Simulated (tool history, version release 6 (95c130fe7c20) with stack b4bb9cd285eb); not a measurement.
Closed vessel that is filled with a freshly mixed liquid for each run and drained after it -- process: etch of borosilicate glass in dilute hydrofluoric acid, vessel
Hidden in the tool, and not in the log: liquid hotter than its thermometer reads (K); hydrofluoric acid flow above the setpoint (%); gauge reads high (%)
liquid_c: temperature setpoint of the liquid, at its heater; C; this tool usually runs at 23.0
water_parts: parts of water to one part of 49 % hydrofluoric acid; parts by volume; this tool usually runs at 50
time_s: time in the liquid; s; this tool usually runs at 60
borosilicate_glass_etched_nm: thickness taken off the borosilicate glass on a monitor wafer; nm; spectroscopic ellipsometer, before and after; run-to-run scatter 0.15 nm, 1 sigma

run    hour  liquid_c  water_parts  time_s  wafers since the last listed run  hours since the thermometer was replaced  hours since the hydrofluoric acid flow meter was replaced  hours since the gauge calibration  read-back film thickness of the borosilicate glass reference wafer, read on the same gauge (nm)  borosilicate_glass_etched_nm
  1     0.0      23.0           50      60                                 0                                    1056.3                                                      586.5                              699.7                                                                                           130.00                         23.82
  2   100.0      23.0           50      60                              6201                                    1156.3                                                      686.5                              799.7                                                                                           129.96                         23.54
  3   197.3      23.0           50      60                              6034                                    1253.6                                                      783.8                              897.0                                                                                           129.97                         23.71
  4   283.1      23.0           50      60                              5321                                    1339.4                                                      869.6                              982.8                                                                                           130.00                         23.96
  5   367.0      21.0           50      60                              5203                                    1423.3                                                      953.5                             1066.7                                                                                           130.02                         21.92
  6   455.5      21.0           50      60                              5488                                    1511.8                                                     1042.0                             1155.2                                                                                           130.03                         21.72
  7   540.4      21.0           50      60                              5265                                    1596.7                                                     1126.9                             1240.1                                                                                           129.95                         21.68
  8   601.9      23.0           30      60                              3814                                    1658.2                                                     1188.4                             1301.6                                                                                           129.97                         40.85
  9   693.5      23.0           30      60                              5680                                    1749.8                                                     1280.0                             1393.2                                                                                           129.99                         40.36
 10   760.7      23.0           30      60                              4167                                    1817.0                                                     1347.2                             1460.4                                                                                           130.02                         40.65
 11   809.4      23.0           50      60                              3020                                    1865.7                                                     1395.9                             1509.1                                                                                           130.04                         23.83
      840.9  -- gauge calibrated
      870.0  -- thermometer replaced
 12   883.8      23.0           50      60                              4552                                      13.8                                                     1470.3                               42.9                                                                                           129.98                         23.77
      902.3  -- hydrofluoric acid flow meter replaced
 13  1066.9      23.0           50      60                             11293                                     196.9                                                      164.6                              226.0                                                                                           129.97                         23.64
 14  1114.1      28.0           60      75                              2927                                     244.1                                                      211.8                              273.2                                                                                           129.97                         29.75
 15  1160.2      25.0           50      60                              2858                                     290.2                                                      257.9                              319.3                                                                                           129.96                         26.01
 16  1237.9      19.0           50      95                              4818                                     367.9                                                      335.6                              397.0                                                                                           129.99                         31.65
 17  1290.0      27.0           35      75                              3231                                     420.0                                                      387.7                              449.1                                                                                           130.00                         51.16
 18  1367.9      19.5           65      70                              4831                                     497.9                                                      465.6                              527.0                                                                                           129.99                         18.18
 19  1404.0      23.0           50      60                              2238                                     534.0                                                      501.7                              563.1                                                                                           130.00                         23.76
 20  1509.5      19.5           65      60                              6542                                     639.5                                                      607.2                              668.6                                                                                           130.01                         15.54
 21  1557.8      25.5           35      80                              2995                                     687.8                                                      655.5                              716.9                                                                                           130.00                         50.96
 22  1624.1      23.0           50      60                              4111                                     754.1                                                      721.8                              783.2                                                                                           129.97                         23.56
 23  1933.2      23.0           70      60                             19169                                    1063.2                                                     1030.9                             1092.3                                                                                           130.00                         16.60
 24  2009.0      26.0           65      30                              4700                                    1139.0                                                     1106.7                             1168.1                                                                                           130.00                         10.09
 25  2087.4      26.0           50      60                              4862                                    1217.4                                                     1185.1                             1246.5                                                                                           130.00                         26.82

Forecast each of these 4 alternatives for the next run:
  A  2088.1      23.0           50      60                                43                                    1218.1                                                     1185.8                             1247.2                                                                                                ?                             ?
  B  2088.1      18.5           50      60                                43                                    1218.1                                                     1185.8                             1247.2                                                                                                ?                             ?
  C  2088.1      25.5           40      75                                43                                    1218.1                                                     1185.8                             1247.2                                                                                                ?                             ?
  D  2088.1      23.0           25      60                                43                                    1218.1                                                     1185.8                             1247.2                                                                                                ?                             ?

run  read-back film thickness of the borosilicate glass reference wafer, read on the same gauge (nm)  borosilicate_glass_etched_nm
  A                                                                                           129.98                         23.67
  B                                                                                           129.98                         19.57
  C                                                                                           129.98                         41.55
  D                                                                                           129.98                         48.90
Without the tool's hidden state the same runs would have given:
run  borosilicate_glass_etched_nm
  A                         23.67
  B                         19.57
  C                         41.55
  D                         48.90
